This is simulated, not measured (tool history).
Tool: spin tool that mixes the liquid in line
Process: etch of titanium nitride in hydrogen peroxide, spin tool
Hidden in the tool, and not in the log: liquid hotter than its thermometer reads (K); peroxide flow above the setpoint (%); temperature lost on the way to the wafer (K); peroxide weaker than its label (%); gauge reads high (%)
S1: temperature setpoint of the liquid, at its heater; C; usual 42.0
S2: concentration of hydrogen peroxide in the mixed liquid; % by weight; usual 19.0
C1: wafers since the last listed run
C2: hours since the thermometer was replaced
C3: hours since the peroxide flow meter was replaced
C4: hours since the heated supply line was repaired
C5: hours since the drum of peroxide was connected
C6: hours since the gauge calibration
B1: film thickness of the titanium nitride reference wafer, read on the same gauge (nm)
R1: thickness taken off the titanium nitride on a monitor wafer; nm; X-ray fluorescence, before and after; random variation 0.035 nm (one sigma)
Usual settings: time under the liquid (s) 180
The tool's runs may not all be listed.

run 1 hour=0.0 | S1=42.0 S2=15.5 time_under_the_liquid_(s)=180 | C1=0 C2=293.3 C3=1895.4 C4=2936.3 C5=669.4 C6=1925.7 | B1=89.98 | R1=4.88
-- hour=56.5 heated supply line repaired
-- hour=61.9 new drum of peroxide connected
run 2 hour=76.1 | S1=42.0 S2=15.5 time_under_the_liquid_(s)=180 | C1=685 C2=369.4 C3=1971.5 C4=19.6 C5=14.2 C6=2001.8 | B1=90.02 | R1=5.18
run 3 hour=124.6 | S1=42.0 S2=19.0 time_under_the_liquid_(s)=180 | C1=448 C2=417.9 C3=2020.0 C4=68.1 C5=62.7 C6=2050.3 | B1=89.97 | R1=5.40
-- hour=134.6 gauge calibrated
run 4 hour=226.5 | S1=35.5 S2=15.0 time_under_the_liquid_(s)=220 | C1=942 C2=519.8 C3=2121.9 C4=170.0 C5=164.6 C6=91.9 | B1=90.01 | R1=3.80
-- hour=265.9 peroxide flow meter replaced
run 5 hour=299.2 | S1=42.0 S2=19.0 time_under_the_liquid_(s)=180 | C1=663 C2=592.5 C3=33.3 C4=242.7 C5=237.3 C6=164.6 | B1=89.99 | R1=5.37
run 6 hour=372.1 | S1=42.0 S2=19.0 time_under_the_liquid_(s)=210 | C1=674 C2=665.4 C3=106.2 C4=315.6 C5=310.2 C6=237.5 | B1=89.97 | R1=6.23
run 7 hour=462.3 | S1=35.5 S2=19.0 time_under_the_liquid_(s)=180 | C1=834 C2=755.6 C3=196.4 C4=405.8 C5=400.4 C6=327.7 | B1=90.01 | R1=3.24
run 8 hour=516.0 | S1=34.0 S2=23.0 time_under_the_liquid_(s)=95 | C1=496 C2=809.3 C3=250.1 C4=459.5 C5=454.1 C6=381.4 | B1=90.05 | R1=1.58
run 9 hour=561.5 | S1=42.0 S2=19.0 time_under_the_liquid_(s)=180 | C1=420 C2=854.8 C3=295.6 C4=505.0 C5=499.6 C6=426.9 | B1=90.03 | R1=5.36
run 10 hour=642.8 | S1=34.5 S2=23.5 time_under_the_liquid_(s)=250 | C1=751 C2=936.1 C3=376.9 C4=586.3 C5=580.9 C6=508.2 | B1=89.97 | R1=4.32
-- hour=675.5 new drum of peroxide connected
run 11 hour=690.6 | S1=42.0 S2=19.0 time_under_the_liquid_(s)=180 | C1=432 C2=983.9 C3=424.7 C4=634.1 C5=15.1 C6=556.0 | B1=90.01 | R1=5.35
run 12 hour=795.4 | S1=42.0 S2=19.0 time_under_the_liquid_(s)=180 | C1=969 C2=1088.7 C3=529.5 C4=738.9 C5=119.9 C6=660.8 | B1=90.01 | R1=5.28
run 13 hour=846.8 | S1=34.5 S2=23.5 time_under_the_liquid_(s)=250 | C1=475 C2=1140.1 C3=580.9 C4=790.3 C5=171.3 C6=712.2 | B1=90.05 | R1=4.25
run 14 hour=940.7 | S1=42.0 S2=19.0 time_under_the_liquid_(s)=235 | C1=868 C2=1234.0 C3=674.8 C4=884.2 C5=265.2 C6=806.1 | B1=90.03 | R1=6.88
run 15 hour=984.4 | S1=45.5 S2=17.0 time_under_the_liquid_(s)=145 | C1=404 C2=1277.7 C3=718.5 C4=927.9 C5=308.9 C6=849.8 | B1=90.00 | R1=5.45
-- hour=1005.5 thermometer replaced
run 16 hour=1047.2 | S1=42.0 S2=23.5 time_under_the_liquid_(s)=220 | C1=571 C2=41.7 C3=781.3 C4=990.7 C5=371.7 C6=912.6 | B1=89.98 | R1=6.78
run 17 hour=1134.4 | S1=42.0 S2=21.5 time_under_the_liquid_(s)=235 | C1=806 C2=128.9 C3=868.5 C4=1077.9 C5=458.9 C6=999.8 | B1=90.04 | R1=7.17
run 18 hour=1181.9 | S1=33.5 S2=24.0 time_under_the_liquid_(s)=180 | C1=439 C2=176.4 C3=916.0 C4=1125.4 C5=506.4 C6=1047.3 | B1=89.99 | R1=2.86

Run 19 comes next. What will it give?
run 19 hour=1257.3 | S1=42.0 S2=19.0 time_under_the_liquid_(s)=180 | C1=697 C2=251.8 C3=991.4 C4=1200.8 C5=581.8 C6=1122.7 | B1=? | R1=?

{"run 19": {"B1": 89.99, "R1": 5.28}}
Without the tool's hidden state the same run would have given R1 5.43 nm.

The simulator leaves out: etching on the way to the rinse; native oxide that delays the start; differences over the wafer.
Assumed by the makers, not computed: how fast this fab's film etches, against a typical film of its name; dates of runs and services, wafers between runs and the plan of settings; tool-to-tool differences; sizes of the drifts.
